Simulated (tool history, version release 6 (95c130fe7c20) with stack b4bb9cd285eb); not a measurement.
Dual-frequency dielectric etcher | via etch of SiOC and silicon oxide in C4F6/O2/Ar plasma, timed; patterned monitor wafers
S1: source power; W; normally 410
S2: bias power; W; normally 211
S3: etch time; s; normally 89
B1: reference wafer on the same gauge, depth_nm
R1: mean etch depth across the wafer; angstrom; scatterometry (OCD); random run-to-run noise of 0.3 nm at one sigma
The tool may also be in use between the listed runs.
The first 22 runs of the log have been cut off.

run	hour	S1	S2	S3	B1	R1
23	281	480	178	99	96.1	1209
24	287.4	410	231	78.5	96	978
25	298	450	211	89	96	1112
26	305.4	500	159	97.5	96	1168
27	321.2	410	160	89	95.9	1010
28	328.8	440	252	74	96	964
29	345.8	410	258	89	95.9	1146
30	361.3	440	181	108.5	95.9	1287
31	377.1	410	211	89	96	1082

Each row is a separate what-if for the run after 31, all from the same tool condition, not one after another. Results?
A	377.5	410	211	89	?	?
B	377.5	320	229	108	?	?
C	377.5	410	211	69.5	?	?

run	B1	R1
A	95.9	1083
B	95.9	1260
C	95.9	846
With the hidden condition removed and each run's random variation left untouched, the same runs would have given:
run	R1
A	1083
B	1260
C	846

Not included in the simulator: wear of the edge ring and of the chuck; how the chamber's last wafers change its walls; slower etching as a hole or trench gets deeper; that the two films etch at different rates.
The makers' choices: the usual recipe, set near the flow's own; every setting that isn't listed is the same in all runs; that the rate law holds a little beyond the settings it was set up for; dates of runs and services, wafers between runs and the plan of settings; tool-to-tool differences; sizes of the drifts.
